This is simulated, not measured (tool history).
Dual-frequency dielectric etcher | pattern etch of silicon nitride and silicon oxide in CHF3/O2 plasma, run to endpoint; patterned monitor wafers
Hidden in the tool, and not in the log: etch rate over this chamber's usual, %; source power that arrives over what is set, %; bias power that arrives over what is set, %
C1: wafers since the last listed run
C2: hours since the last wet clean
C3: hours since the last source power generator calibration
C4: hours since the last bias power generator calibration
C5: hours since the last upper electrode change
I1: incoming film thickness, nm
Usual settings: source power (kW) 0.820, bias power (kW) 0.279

Run 1, hour 0.0: usual settings; C1 0; C2 244.0; C3 2640.9; C4 1496.5; C5 1764.5; I1 214.1. Result: endpoint time (s) 105.4.
Run 2, hour 9.8: usual settings; C1 56; C2 253.8; C3 2650.7; C4 1506.3; C5 1774.3; I1 212.6. Result: endpoint time (s) 104.7.
Run 3, hour 22.3: usual settings but source power (kW) 0.750; C1 71; C2 266.3; C3 2663.2; C4 1518.8; C5 1786.8; I1 211.7. Result: endpoint time (s) 106.7.
Run 4, hour 40.2: usual settings; C1 102; C2 284.2; C3 2681.1; C4 1536.7; C5 1804.7; I1 212.6. Result: endpoint time (s) 103.9.
Run 5, hour 49.4: usual settings; C1 52; C2 293.4; C3 2690.3; C4 1545.9; C5 1813.9; I1 212.7. Result: endpoint time (s) 104.8.
Run 6, hour 64.3: usual settings; C1 85; C2 308.3; C3 2705.2; C4 1560.8; C5 1828.8; I1 212.5. Result: endpoint time (s) 103.5.
At hour 105.3: wet clean of the chamber.
Run 7, hour 105.8: usual settings; C1 100; C2 0.5; C3 2746.7; C4 1602.3; C5 1870.3; I1 213.8. Result: endpoint time (s) 107.0.
Run 8, hour 106.2: usual settings but source power (kW) 0.930; C1 2; C2 0.9; C3 2747.1; C4 1602.7; C5 1870.7; I1 212.8. Result: endpoint time (s) 102.7.
Run 9, hour 106.6: usual settings but source power (kW) 0.930; C1 2; C2 1.3; C3 2747.5; C4 1603.1; C5 1871.1; I1 214.9. Result: endpoint time (s) 102.9.
Run 10, hour 108.1: usual settings but source power (kW) 0.670; C1 8; C2 2.8; C3 2749.0; C4 1604.6; C5 1872.6; I1 214.8. Result: endpoint time (s) 115.7.
Run 11, hour 124.1: usual settings but bias power (kW) 0.330; C1 91; C2 18.8; C3 2765.0; C4 1620.6; C5 1888.6; I1 211.8. Result: endpoint time (s) 98.3.
At hour 131.8: source power generator calibrated.
Run 12, hour 138.3: usual settings but source power (kW) 0.670; C1 58; C2 33.0; C3 6.5; C4 1634.8; C5 1902.8; I1 212.3. Result: endpoint time (s) 113.9.
Run 13, hour 144.6: usual settings but source power (kW) 0.920; C1 36; C2 39.3; C3 12.8; C4 1641.1; C5 1909.1; I1 213.4. Result: endpoint time (s) 102.5.
At hour 169.5: bias power generator calibrated.
At hour 172.0: upper electrode replaced.
Run 14, hour 172.5: usual settings but source power (kW) 0.620, bias power (kW) 0.345; C1 123; C2 67.2; C3 40.7; C4 3.0; C5 0.5; I1 213.2. Result: endpoint time (s) 106.3.
Run 15, hour 172.8: usual settings; C1 1; C2 67.5; C3 41.0; C4 3.3; C5 0.8; I1 212.1. Result: endpoint time (s) 105.3.
Run 16, hour 173.2: usual settings but source power (kW) 0.680, bias power (kW) 0.336; C1 2; C2 67.9; C3 41.4; C4 3.7; C5 1.2; I1 211.7. Result: endpoint time (s) 103.7.
Run 17, hour 181.5: usual settings but source power (kW) 0.650, bias power (kW) 0.297; C1 47; C2 76.2; C3 49.7; C4 12.0; C5 9.5; I1 215.4. Result: endpoint time (s) 112.8.
Run 18, hour 190.4: usual settings but bias power (kW) 0.338; C1 51; C2 85.1; C3 58.6; C4 20.9; C5 18.4; I1 214.4. Result: endpoint time (s) 97.9.
Run 19, hour 198.9: usual settings but bias power (kW) 0.342; C1 48; C2 93.6; C3 67.1; C4 29.4; C5 26.9; I1 214.6. Result: endpoint time (s) 97.4.
Run 20, hour 215.9: usual settings but source power (kW) 0.700, bias power (kW) 0.300; C1 97; C2 110.6; C3 84.1; C4 46.4; C5 43.9; I1 213.1. Result: endpoint time (s) 107.7.

Forecast each of these 4 alternatives for the next run:
Run A, hour 216.4: usual settings; C1 2; C2 111.1; C3 84.6; C4 46.9; C5 44.4; I1 213.2. Result: endpoint time (s) ?.
Run B, hour 216.4: usual settings but source power (kW) 0.710; C1 2; C2 111.1; C3 84.6; C4 46.9; C5 44.4; I1 213.2. Result: endpoint time (s) ?.
Run C, hour 216.4: usual settings but source power (kW) 0.890, bias power (kW) 0.243; C1 2; C2 111.1; C3 84.6; C4 46.9; C5 44.4; I1 213.2. Result: endpoint time (s) ?.
Run D, hour 216.4: usual settings but source power (kW) 0.760, bias power (kW) 0.300; C1 2; C2 111.1; C3 84.6; C4 46.9; C5 44.4; I1 213.2. Result: endpoint time (s) ?.

run  endpoint time (s)
  A              104.9
  B              110.2
  C              108.3
  D              104.4
Without the tool's hidden state the same runs would have given:
run  endpoint time (s)
  A              107.4
  B              112.7
  C              110.8
  D              106.8

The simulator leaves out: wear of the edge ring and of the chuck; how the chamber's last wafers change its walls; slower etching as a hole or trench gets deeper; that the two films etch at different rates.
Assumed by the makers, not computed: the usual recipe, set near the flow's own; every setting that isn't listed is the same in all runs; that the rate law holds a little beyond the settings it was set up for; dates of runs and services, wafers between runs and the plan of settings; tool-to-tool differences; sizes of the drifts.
